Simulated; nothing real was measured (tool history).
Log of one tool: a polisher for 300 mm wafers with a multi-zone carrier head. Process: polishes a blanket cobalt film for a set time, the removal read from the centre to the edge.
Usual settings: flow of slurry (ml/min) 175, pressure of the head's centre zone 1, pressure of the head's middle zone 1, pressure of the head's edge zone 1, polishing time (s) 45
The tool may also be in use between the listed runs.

run   hour  flow of slurry (ml/min)  pressure of the head's centre zone  pressure of the head's middle zone  pressure of the head's edge zone  polishing time (s)  incoming thickness of the incoming film, nm  film removed at the wafer's centre (angstrom)  film removed at mid-radius (angstrom)  film removed at the wafer's edge (angstrom)
  1      0                      175                                1.09                                   1                                 1                  45                                        862.3                                           3048                                   3109                                         3028
  2   24.5                      175                                1.09                                   1                                 1                  45                                        884.6                                           3025                                   2946                                         2946
  3   87.2                      175                                   1                                   1                                 1                  45                                        877.9                                           2582                                   2847                                         2798
     109.7  -- worn pad replaced by a new one
  4  143.5                      175                                   1                                   1                                 1                  45                                        881.7                                           2865                                   3086                                         3109
  5  177.9                      175                                   1                                   1                                 1                  45                                        869.5                                           2802                                   2992                                         2979
  6  208.7                      175                                   1                                   1                                 1                  45                                        889.7                                           2667                                   2876                                         2848
     211.7  -- edge zone pressure recalibrated
     261.2  -- worn pad replaced by a new one
  7  265.6                      175                                   1                                   1                                 1                  45                                        891.7                                           2891                                   3202                                         3130
     280.3  -- carrier head's membrane replaced by a new one
  8    328                      125                                   1                                   1                              0.93                  45                                        889.5                                           2492                                   2781                                         2792
     347.4  -- centre zone pressure recalibrated
     386.5  -- worn pad replaced by a new one
  9  387.7                      130                                   1                                   1                                 1                  45                                        878.8                                           2858                                   2971                                         3022
 10  435.4                      175                                   1                                   1                                 1                  45                                        888.6                                           3027                                   3074                                         3058
 11  460.6                      175                                   1                                0.95                                 1                  36                                        881.2                                           2312                                   2292                                         2365
     502.2  -- slurry nozzle cleaned
 12  510.6                      175                                1.06                                1.04                              0.95                  35                                        890.1                                           2242                                   2261                                         2177
     532.3  -- worn pad replaced by a new one
 13  561.4                      175                                   1                                   1                                 1                  45                                        890.2                                           2988                                   3078                                         3161
 14  613.5                      175                                   1                                1.07                                 1                  45                                        872.5                                           2875                                   3118                                         2986
     658.8  -- worn pad replaced by a new one
 15  680.9                      175                                1.04                                1.05                                 1                  36                                        874.9                                           2501                                   2617                                         2531

Forecast each of these 3 alternatives for the next run:
  A  681.3                      175                                   1                                   1                              0.96                  45                                        883.8                                              ?                                      ?                                            ?
  B  681.3                      175                                   1                                   1                              0.94                  45                                        883.8                                              ?                                      ?                                            ?
  C  681.3                      175                                1.04                                1.11                              1.11                  45                                        883.8                                              ?                                      ?                                            ?

run  film removed at the wafer's centre (angstrom)  film removed at mid-radius (angstrom)  film removed at the wafer's edge (angstrom)
  A                                           3017                                   3126                                         3112
  B                                           3017                                   3126                                         3081
  C                                           3141                                   3415                                         3337
Without the tool's hidden state the same runs would have given:
run  film removed at the wafer's centre (angstrom)  film removed at mid-radius (angstrom)  film removed at the wafer's edge (angstrom)
  A                                           3238                                   3190                                         3176
  B                                           3238                                   3190                                         3145
  C                                           3372                                   3485                                         3406
